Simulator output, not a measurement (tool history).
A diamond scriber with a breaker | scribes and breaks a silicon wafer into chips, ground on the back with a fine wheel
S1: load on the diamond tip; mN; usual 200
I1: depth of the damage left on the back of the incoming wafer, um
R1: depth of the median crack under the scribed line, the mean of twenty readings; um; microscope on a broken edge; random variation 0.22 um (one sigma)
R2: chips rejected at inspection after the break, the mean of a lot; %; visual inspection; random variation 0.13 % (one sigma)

run   hour   S1    I1     R1     R2
  1    0.0  224  1.60  13.42   1.63
  2    7.7  200  2.57  12.16   2.11
  3   14.7  178  2.99   9.99   7.82
  4   68.5  200  2.00  11.59   2.60
  5   79.8  200  1.80  11.53   2.51
  6   95.1  200  1.54  10.90   2.98
  7  110.2  200  2.69  11.11   3.56
  8  124.7  230  1.84  12.90   1.86
  9  137.0  215  2.78  11.79   2.63
 10  153.1  215  1.89  11.73   2.07
 11  161.5  215  2.91  11.47   3.10
 12  169.7  227  1.53  12.15   1.75
 13  176.5  227  2.01  12.77   1.52
 14  188.2  177  2.46   9.07  11.51
     195.6  -- load on the tip recalibrated
 15  201.2  149  2.35   8.54  15.97
 16  213.4  149  2.52   8.61  18.47
     229.7  -- diamond tip replaced by a new one
 17  230.2  149  2.58   8.28  15.78
 18  241.5  166  2.10  10.04   7.55
 19  257.3  219  1.70  13.39   1.99
 20  267.1  200  1.74  12.28   1.52
 21  284.6  160  1.74   9.12  10.15
 22  291.6  154  2.88   8.88  13.74
 23  306.6  232  2.50  14.18   3.47
 24  315.0  224  1.69  13.62   2.24
 25  326.8  258  2.43  15.58   5.92
 26  333.7  256  1.59  15.62   5.77
 27  346.0  164  2.32   9.51   8.32

Forecast each of these 4 alternatives for the next run:
  A  346.7  175  2.10   ?   ?
  B  346.7  226  2.10   ?   ?
  C  346.7  174  2.10   ?   ?
  D  346.7  156  2.10   ?   ?

run     R1     R2
  A  10.27   5.39
  B  13.76   2.34
  C  10.20   5.65
  D   8.82  12.57
Without the tool's hidden state the same runs would have given:
run     R1     R2
  A  10.70   4.07
  B  14.33   3.11
  C  10.62   4.29
  D   9.18  10.35
